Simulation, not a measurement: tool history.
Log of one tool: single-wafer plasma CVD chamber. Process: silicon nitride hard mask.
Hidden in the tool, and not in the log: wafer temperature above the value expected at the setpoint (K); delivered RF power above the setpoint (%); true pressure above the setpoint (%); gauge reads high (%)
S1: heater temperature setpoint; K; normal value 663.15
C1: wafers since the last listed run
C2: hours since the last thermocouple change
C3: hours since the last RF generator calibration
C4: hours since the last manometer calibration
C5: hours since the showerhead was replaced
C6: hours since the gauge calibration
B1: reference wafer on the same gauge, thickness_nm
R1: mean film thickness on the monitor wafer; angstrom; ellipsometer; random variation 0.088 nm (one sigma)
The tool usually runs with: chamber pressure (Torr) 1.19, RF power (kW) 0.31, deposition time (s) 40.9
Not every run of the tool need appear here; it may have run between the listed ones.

{"run": 1, "hour": 0.0, "S1": 651.15, "chamber pressure (Torr)": 1.19, "RF power (kW)": 0.31, "deposition time (s)": 40.9, "C1": 0, "C2": 1556, "C3": 2107.7, "C4": 2003.8, "C5": 5288.9, "C6": 185.1, "B1": 47.106, "R1": 442.81}
{"run": 2, "hour": 29.0, "S1": 663.15, "chamber pressure (Torr)": 1.27, "RF power (kW)": 0.31, "deposition time (s)": 40.9, "C1": 698, "C2": 1585, "C3": 2136.7, "C4": 2032.8, "C5": 5317.9, "C6": 214.1, "B1": 47.113, "R1": 453.24}
{"run": 3, "hour": 53.8, "S1": 663.15, "chamber pressure (Torr)": 1.19, "RF power (kW)": 0.31, "deposition time (s)": 35.9, "C1": 597, "C2": 1609.8, "C3": 2161.5, "C4": 2057.6, "C5": 5342.7, "C6": 238.9, "B1": 47.104, "R1": 388.31}
{"run": 4, "hour": 89.1, "S1": 663.15, "chamber pressure (Torr)": 1.19, "RF power (kW)": 0.31, "deposition time (s)": 35.9, "C1": 850, "C2": 1645.1, "C3": 2196.8, "C4": 2092.9, "C5": 5378, "C6": 274.2, "B1": 47.075, "R1": 387.28}
{"hour": 103.9, "done": "gauge calibrated"}
{"run": 5, "hour": 108.2, "S1": 663.15, "chamber pressure (Torr)": 1.02, "RF power (kW)": 0.31, "deposition time (s)": 40.9, "C1": 460, "C2": 1664.2, "C3": 2215.9, "C4": 2112, "C5": 5397.1, "C6": 4.3, "B1": 47.138, "R1": 417.29}
{"run": 6, "hour": 128.7, "S1": 663.15, "chamber pressure (Torr)": 1.02, "RF power (kW)": 0.31, "deposition time (s)": 40.9, "C1": 493, "C2": 1684.7, "C3": 2236.4, "C4": 2132.5, "C5": 5417.6, "C6": 24.8, "B1": 47.105, "R1": 417.7}
{"run": 7, "hour": 163.4, "S1": 663.15, "chamber pressure (Torr)": 1.02, "RF power (kW)": 0.31, "deposition time (s)": 40.9, "C1": 835, "C2": 1719.4, "C3": 2271.1, "C4": 2167.2, "C5": 5452.3, "C6": 59.5, "B1": 47.097, "R1": 417.83}
{"run": 8, "hour": 181.0, "S1": 656.15, "chamber pressure (Torr)": 1.19, "RF power (kW)": 0.31, "deposition time (s)": 40.9, "C1": 423, "C2": 1737, "C3": 2288.7, "C4": 2184.8, "C5": 5469.9, "C6": 77.1, "B1": 47.104, "R1": 447.16}
{"run": 9, "hour": 195.8, "S1": 656.15, "chamber pressure (Torr)": 1.19, "RF power (kW)": 0.31, "deposition time (s)": 40.9, "C1": 356, "C2": 1751.8, "C3": 2303.5, "C4": 2199.6, "C5": 5484.7, "C6": 91.9, "B1": 47.096, "R1": 447.11}
{"run": 10, "hour": 213.7, "S1": 663.15, "chamber pressure (Torr)": 1.19, "RF power (kW)": 0.31, "deposition time (s)": 40.9, "C1": 431, "C2": 1769.7, "C3": 2321.4, "C4": 2217.5, "C5": 5502.6, "C6": 109.8, "B1": 47.117, "R1": 444.43}
{"run": 11, "hour": 250.8, "S1": 663.15, "chamber pressure (Torr)": 1.19, "RF power (kW)": 0.31, "deposition time (s)": 40.9, "C1": 893, "C2": 1806.8, "C3": 2358.5, "C4": 2254.6, "C5": 5539.7, "C6": 146.9, "B1": 47.085, "R1": 445.69}
{"hour": 267.7, "done": "showerhead replaced, of another model than before"}
{"run": 12, "hour": 280.1, "S1": 663.15, "chamber pressure (Torr)": 1.29, "RF power (kW)": 0.29, "deposition time (s)": 43.3, "C1": 513, "C2": 1836.1, "C3": 2387.8, "C4": 2283.9, "C5": 12.4, "C6": 176.2, "B1": 47.094, "R1": 447.73}
{"run": 13, "hour": 311.1, "S1": 663.15, "chamber pressure (Torr)": 1.48, "RF power (kW)": 0.31, "deposition time (s)": 40.9, "C1": 746, "C2": 1867.1, "C3": 2418.8, "C4": 2314.9, "C5": 43.4, "C6": 207.2, "B1": 47.103, "R1": 463.72}
{"hour": 328.4, "done": "RF generator calibrated"}
{"run": 14, "hour": 334.1, "S1": 676.15, "chamber pressure (Torr)": 1.19, "RF power (kW)": 0.31, "deposition time (s)": 38.8, "C1": 361, "C2": 1890.1, "C3": 5.7, "C4": 2337.9, "C5": 66.4, "C6": 230.2, "B1": 47.122, "R1": 415.84}
{"run": 15, "hour": 362.1, "S1": 663.15, "chamber pressure (Torr)": 1.19, "RF power (kW)": 0.31, "deposition time (s)": 40.9, "C1": 674, "C2": 1918.1, "C3": 33.7, "C4": 2365.9, "C5": 94.4, "C6": 258.2, "B1": 47.115, "R1": 439.35}
{"run": 16, "hour": 388.3, "S1": 663.15, "chamber pressure (Torr)": 1.19, "RF power (kW)": 0.31, "deposition time (s)": 40.9, "C1": 631, "C2": 1944.3, "C3": 59.9, "C4": 2392.1, "C5": 120.6, "C6": 284.4, "B1": 47.124, "R1": 441.65}
{"hour": 400.1, "done": "capacitance manometer re-zeroed and calibrated"}
{"hour": 413.4, "done": "thermocouple changed; heater temperature recalibrated"}
{"run": 17, "hour": 413.9, "S1": 648.15, "chamber pressure (Torr)": 1.19, "RF power (kW)": 0.325, "deposition time (s)": 40.9, "C1": 231, "C2": 0.5, "C3": 85.5, "C4": 13.8, "C5": 146.2, "C6": 310, "B1": 47.103, "R1": 452.27}
{"hour": 422.1, "done": "gauge calibrated"}
{"run": 18, "hour": 434.5, "S1": 663.15, "chamber pressure (Torr)": 1.19, "RF power (kW)": 0.31, "deposition time (s)": 40.9, "C1": 496, "C2": 21.1, "C3": 106.1, "C4": 34.4, "C5": 166.8, "C6": 12.4, "B1": 47.117, "R1": 433.38}
{"run": 19, "hour": 462.6, "S1": 648.15, "chamber pressure (Torr)": 1.01, "RF power (kW)": 0.31, "deposition time (s)": 40.9, "C1": 676, "C2": 49.2, "C3": 134.2, "C4": 62.5, "C5": 194.9, "C6": 40.5, "B1": 47.085, "R1": 416.77}
{"run": 20, "hour": 493.2, "S1": 653.15, "chamber pressure (Torr)": 1.02, "RF power (kW)": 0.27, "deposition time (s)": 40.9, "C1": 737, "C2": 79.8, "C3": 164.8, "C4": 93.1, "C5": 225.5, "C6": 71.1, "B1": 47.118, "R1": 367.19}
{"run": 21, "hour": 506.7, "S1": 663.15, "chamber pressure (Torr)": 1.19, "RF power (kW)": 0.33, "deposition time (s)": 40.9, "C1": 325, "C2": 93.3, "C3": 178.3, "C4": 106.6, "C5": 239, "C6": 84.6, "B1": 47.114, "R1": 455.88}
{"run": 22, "hour": 530.0, "S1": 663.15, "chamber pressure (Torr)": 1.19, "RF power (kW)": 0.31, "deposition time (s)": 40.9, "C1": 561, "C2": 116.6, "C3": 201.6, "C4": 129.9, "C5": 262.3, "C6": 107.9, "B1": 47.138, "R1": 431.7}

Alternative continuations, all from the tool just after run 22; predict every row:
{"run": "A", "hour": 530.4, "S1": 663.15, "chamber pressure (Torr)": 1.19, "RF power (kW)": 0.31, "deposition time (s)": 40.9, "C1": 9, "C2": 117, "C3": 202, "C4": 130.3, "C5": 262.7, "C6": 108.3, "B1": "?", "R1": "?"}
{"run": "B", "hour": 530.4, "S1": 657.15, "chamber pressure (Torr)": 1.19, "RF power (kW)": 0.265, "deposition time (s)": 40.9, "C1": 9, "C2": 117, "C3": 202, "C4": 130.3, "C5": 262.7, "C6": 108.3, "B1": "?", "R1": "?"}
{"run": "C", "hour": 530.4, "S1": 677.15, "chamber pressure (Torr)": 1.45, "RF power (kW)": 0.31, "deposition time (s)": 44.1, "C1": 9, "C2": 117, "C3": 202, "C4": 130.3, "C5": 262.7, "C6": 108.3, "B1": "?", "R1": "?"}
{"run": "D", "hour": 530.4, "S1": 663.15, "chamber pressure (Torr)": 1.32, "RF power (kW)": 0.265, "deposition time (s)": 37.4, "C1": 9, "C2": 117, "C3": 202, "C4": 130.3, "C5": 262.7, "C6": 108.3, "B1": "?", "R1": "?"}
{"run": "E", "hour": 530.4, "S1": 674.15, "chamber pressure (Torr)": 1.19, "RF power (kW)": 0.31, "deposition time (s)": 37.6, "C1": 9, "C2": 117, "C3": 202, "C4": 130.3, "C5": 262.7, "C6": 108.3, "B1": "?", "R1": "?"}

run=A B1=47.11 R1=432.82
run=B B1=47.11 R1=375.23
run=C B1=47.11 R1=486.52
run=D B1=47.11 R1=350.94
run=E B1=47.11 R1=396.34
Take away the tool's hidden state, keep each run's random variation, and the runs would have read:
run=A R1=432.46
run=B R1=374.91
run=C R1=486.13
run=D R1=350.64
run=E R1=396.01
